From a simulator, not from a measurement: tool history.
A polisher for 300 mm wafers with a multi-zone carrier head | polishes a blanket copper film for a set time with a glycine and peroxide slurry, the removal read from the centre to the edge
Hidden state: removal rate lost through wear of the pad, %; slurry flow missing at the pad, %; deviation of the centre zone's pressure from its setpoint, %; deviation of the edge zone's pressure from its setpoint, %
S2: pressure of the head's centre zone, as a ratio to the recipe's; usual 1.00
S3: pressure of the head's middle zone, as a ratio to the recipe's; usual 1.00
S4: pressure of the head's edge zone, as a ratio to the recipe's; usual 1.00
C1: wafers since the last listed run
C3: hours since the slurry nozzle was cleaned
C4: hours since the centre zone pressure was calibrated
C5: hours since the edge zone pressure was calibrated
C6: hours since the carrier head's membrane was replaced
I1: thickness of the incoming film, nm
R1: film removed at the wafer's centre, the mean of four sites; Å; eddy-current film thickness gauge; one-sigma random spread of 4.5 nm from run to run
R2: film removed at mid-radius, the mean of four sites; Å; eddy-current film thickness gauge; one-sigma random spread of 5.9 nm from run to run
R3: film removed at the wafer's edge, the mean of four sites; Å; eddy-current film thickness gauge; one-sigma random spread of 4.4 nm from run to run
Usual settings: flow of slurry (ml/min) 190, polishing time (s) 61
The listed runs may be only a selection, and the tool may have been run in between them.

{"run": 1, "hour": 0.0, "flow of slurry (ml/min)": 190, "S2": 1.06, "S3": 1.0, "S4": 1.09, "polishing time (s)": 69, "C1": 0, "wafers polished on this pad": 1629, "C3": 358.7, "C4": 1011.7, "C5": 173.6, "C6": 136.7, "I1": 2040.4, "R1": 4146, "R2": 4066, "R3": 4115}
{"hour": 29.6, "done": "worn pad replaced by a new one"}
{"run": 2, "hour": 30.1, "flow of slurry (ml/min)": 190, "S2": 1.0, "S3": 1.04, "S4": 1.0, "polishing time (s)": 61, "C1": 227, "wafers polished on this pad": 4, "C3": 388.8, "C4": 1041.8, "C5": 203.7, "C6": 166.8, "I1": 2015.0, "R1": 3604, "R2": 3793, "R3": 3581}
{"run": 3, "hour": 60.2, "flow of slurry (ml/min)": 190, "S2": 1.0, "S3": 1.0, "S4": 0.97, "polishing time (s)": 61, "C1": 262, "wafers polished on this pad": 266, "C3": 418.9, "C4": 1071.9, "C5": 233.8, "C6": 196.9, "I1": 2030.5, "R1": 3612, "R2": 3673, "R3": 3554}
{"run": 4, "hour": 82.8, "flow of slurry (ml/min)": 190, "S2": 1.0, "S3": 1.0, "S4": 1.0, "polishing time (s)": 51, "C1": 196, "wafers polished on this pad": 463, "C3": 441.5, "C4": 1094.5, "C5": 256.4, "C6": 219.5, "I1": 2051.7, "R1": 2962, "R2": 2988, "R3": 3043}
{"run": 5, "hour": 104.8, "flow of slurry (ml/min)": 190, "S2": 1.07, "S3": 1.11, "S4": 0.96, "polishing time (s)": 73, "C1": 191, "wafers polished on this pad": 655, "C3": 463.5, "C4": 1116.5, "C5": 278.4, "C6": 241.5, "I1": 2044.2, "R1": 4622, "R2": 4788, "R3": 4241}
{"run": 6, "hour": 129.1, "flow of slurry (ml/min)": 190, "S2": 0.88, "S3": 1.0, "S4": 0.92, "polishing time (s)": 42, "C1": 211, "wafers polished on this pad": 867, "C3": 487.8, "C4": 1140.8, "C5": 302.7, "C6": 265.8, "I1": 2078.3, "R1": 2162, "R2": 2482, "R3": 2370}
{"run": 7, "hour": 160.1, "flow of slurry (ml/min)": 225, "S2": 1.04, "S3": 1.0, "S4": 1.11, "polishing time (s)": 55, "C1": 270, "wafers polished on this pad": 1137, "C3": 518.8, "C4": 1171.8, "C5": 333.7, "C6": 296.8, "I1": 2025.9, "R1": 3452, "R2": 3243, "R3": 3424}
{"hour": 169.4, "done": "edge zone pressure recalibrated"}
{"run": 8, "hour": 173.7, "flow of slurry (ml/min)": 220, "S2": 1.0, "S3": 1.0, "S4": 1.0, "polishing time (s)": 61, "C1": 101, "wafers polished on this pad": 1238, "C3": 532.4, "C4": 1185.4, "C5": 4.3, "C6": 310.4, "I1": 2058.1, "R1": 3564, "R2": 3584, "R3": 3608}
{"hour": 178.0, "done": "slurry nozzle cleaned"}
{"run": 9, "hour": 206.3, "flow of slurry (ml/min)": 190, "S2": 1.0, "S3": 1.0, "S4": 1.0, "polishing time (s)": 67, "C1": 275, "wafers polished on this pad": 1513, "C3": 28.3, "C4": 1218.0, "C5": 36.9, "C6": 343.0, "I1": 2018.9, "R1": 4163, "R2": 4163, "R3": 4124}
{"run": 10, "hour": 223.7, "flow of slurry (ml/min)": 215, "S2": 1.0, "S3": 0.91, "S4": 0.93, "polishing time (s)": 61, "C1": 151, "wafers polished on this pad": 1664, "C3": 45.7, "C4": 1235.4, "C5": 54.3, "C6": 360.4, "I1": 2052.5, "R1": 3742, "R2": 3562, "R3": 3629}
{"hour": 269.8, "done": "worn pad replaced by a new one"}
{"run": 11, "hour": 282.0, "flow of slurry (ml/min)": 190, "S2": 1.04, "S3": 1.0, "S4": 1.1, "polishing time (s)": 45, "C1": 473, "wafers polished on this pad": 106, "C3": 104.0, "C4": 1293.7, "C5": 112.6, "C6": 418.7, "I1": 2017.3, "R1": 2891, "R2": 2863, "R3": 2912}
{"hour": 302.2, "done": "centre zone pressure recalibrated"}
{"run": 12, "hour": 318.2, "flow of slurry (ml/min)": 190, "S2": 1.0, "S3": 1.0, "S4": 1.0, "polishing time (s)": 61, "C1": 297, "wafers polished on this pad": 404, "C3": 140.2, "C4": 16.0, "C5": 148.8, "C6": 454.9, "I1": 2014.6, "R1": 3724, "R2": 3752, "R3": 3677}
{"run": 13, "hour": 331.6, "flow of slurry (ml/min)": 190, "S2": 1.0, "S3": 1.0, "S4": 0.93, "polishing time (s)": 77, "C1": 116, "wafers polished on this pad": 520, "C3": 153.6, "C4": 29.4, "C5": 162.2, "C6": 468.3, "I1": 2015.9, "R1": 4736, "R2": 4871, "R3": 4510}
{"run": 14, "hour": 357.5, "flow of slurry (ml/min)": 190, "S2": 1.0, "S3": 1.0, "S4": 1.0, "polishing time (s)": 61, "C1": 225, "wafers polished on this pad": 746, "C3": 179.5, "C4": 55.3, "C5": 188.1, "C6": 494.2, "I1": 2015.0, "R1": 3694, "R2": 3853, "R3": 3691}
{"run": 15, "hour": 391.7, "flow of slurry (ml/min)": 190, "S2": 1.0, "S3": 1.07, "S4": 1.0, "polishing time (s)": 61, "C1": 297, "wafers polished on this pad": 1044, "C3": 213.7, "C4": 89.5, "C5": 222.3, "C6": 528.4, "I1": 2056.3, "R1": 3639, "R2": 3823, "R3": 3652}
{"run": 16, "hour": 407.8, "flow of slurry (ml/min)": 190, "S2": 1.0, "S3": 1.0, "S4": 1.0, "polishing time (s)": 61, "C1": 140, "wafers polished on this pad": 1184, "C3": 229.8, "C4": 105.6, "C5": 238.4, "C6": 544.5, "I1": 2076.4, "R1": 3521, "R2": 3613, "R3": 3518}
{"run": 17, "hour": 431.7, "flow of slurry (ml/min)": 240, "S2": 1.04, "S3": 0.95, "S4": 1.0, "polishing time (s)": 61, "C1": 208, "wafers polished on this pad": 1393, "C3": 253.7, "C4": 129.5, "C5": 262.3, "C6": 568.4, "I1": 2017.6, "R1": 3963, "R2": 3744, "R3": 3658}
{"run": 18, "hour": 456.2, "flow of slurry (ml/min)": 190, "S2": 1.1, "S3": 1.0, "S4": 1.0, "polishing time (s)": 81, "C1": 213, "wafers polished on this pad": 1606, "C3": 278.2, "C4": 154.0, "C5": 286.8, "C6": 592.9, "I1": 2014.1, "R1": 4990, "R2": 4704, "R3": 4713}
{"run": 19, "hour": 479.9, "flow of slurry (ml/min)": 235, "S2": 1.0, "S3": 1.0, "S4": 1.0, "polishing time (s)": 61, "C1": 206, "wafers polished on this pad": 1812, "C3": 301.9, "C4": 177.7, "C5": 310.5, "C6": 616.6, "I1": 2030.5, "R1": 3678, "R2": 3757, "R3": 3580}
{"hour": 498.1, "done": "carrier head's membrane replaced by a new one"}
{"run": 20, "hour": 506.8, "flow of slurry (ml/min)": 190, "S2": 1.0, "S3": 1.0, "S4": 1.0, "polishing time (s)": 61, "C1": 190, "wafers polished on this pad": 2003, "C3": 328.8, "C4": 204.6, "C5": 337.4, "C6": 8.7, "I1": 2052.5, "R1": 3307, "R2": 3485, "R3": 3373}
{"hour": 525.1, "done": "worn pad replaced by a new one"}
{"hour": 533.2, "done": "edge zone pressure recalibrated"}
{"run": 21, "hour": 541.8, "flow of slurry (ml/min)": 190, "S2": 1.0, "S3": 1.0, "S4": 1.0, "polishing time (s)": 61, "C1": 252, "wafers polished on this pad": 128, "C3": 363.8, "C4": 239.6, "C5": 8.6, "C6": 43.7, "I1": 2058.3, "R1": 3598, "R2": 3652, "R3": 3558}

Predict each of these 5 candidate next runs independently; none follows another, all start after run 21:
{"run": "A", "hour": 542.2, "flow of slurry (ml/min)": 190, "S2": 1.0, "S3": 1.0, "S4": 0.89, "polishing time (s)": 61, "C1": 3, "wafers polished on this pad": 131, "C3": 364.2, "C4": 240.0, "C5": 9.0, "C6": 44.1, "I1": 2068.7, "R1": "?", "R2": "?", "R3": "?"}
{"run": "B", "hour": 542.2, "flow of slurry (ml/min)": 190, "S2": 1.0, "S3": 1.0, "S4": 1.0, "polishing time (s)": 48, "C1": 3, "wafers polished on this pad": 131, "C3": 364.2, "C4": 240.0, "C5": 9.0, "C6": 44.1, "I1": 2068.7, "R1": "?", "R2": "?", "R3": "?"}
{"run": "C", "hour": 542.2, "flow of slurry (ml/min)": 250, "S2": 0.94, "S3": 0.93, "S4": 1.04, "polishing time (s)": 61, "C1": 3, "wafers polished on this pad": 131, "C3": 364.2, "C4": 240.0, "C5": 9.0, "C6": 44.1, "I1": 2068.7, "R1": "?", "R2": "?", "R3": "?"}
{"run": "D", "hour": 542.2, "flow of slurry (ml/min)": 240, "S2": 0.92, "S3": 1.0, "S4": 1.08, "polishing time (s)": 80, "C1": 3, "wafers polished on this pad": 131, "C3": 364.2, "C4": 240.0, "C5": 9.0, "C6": 44.1, "I1": 2068.7, "R1": "?", "R2": "?", "R3": "?"}
{"run": "E", "hour": 542.2, "flow of slurry (ml/min)": 190, "S2": 1.09, "S3": 1.0, "S4": 1.0, "polishing time (s)": 61, "C1": 3, "wafers polished on this pad": 131, "C3": 364.2, "C4": 240.0, "C5": 9.0, "C6": 44.1, "I1": 2068.7, "R1": "?", "R2": "?", "R3": "?"}

run=A R1=3638 R2=3661 R3=3456
run=B R1=2863 R2=2881 R3=2870
run=C R1=3664 R2=3660 R3=3883
run=D R1=4665 R2=5062 R3=5153
run=E R1=3960 R2=3659 R3=3647
What these runs would have given with no unlogged condition in the tool:
run=A R1=4063 R2=4043 R3=3722
run=B R1=3197 R2=3181 R3=3091
run=C R1=3990 R2=3955 R3=4124
run=D R1=5097 R2=5485 R3=5483
run=E R1=4422 R2=4041 R3=3928
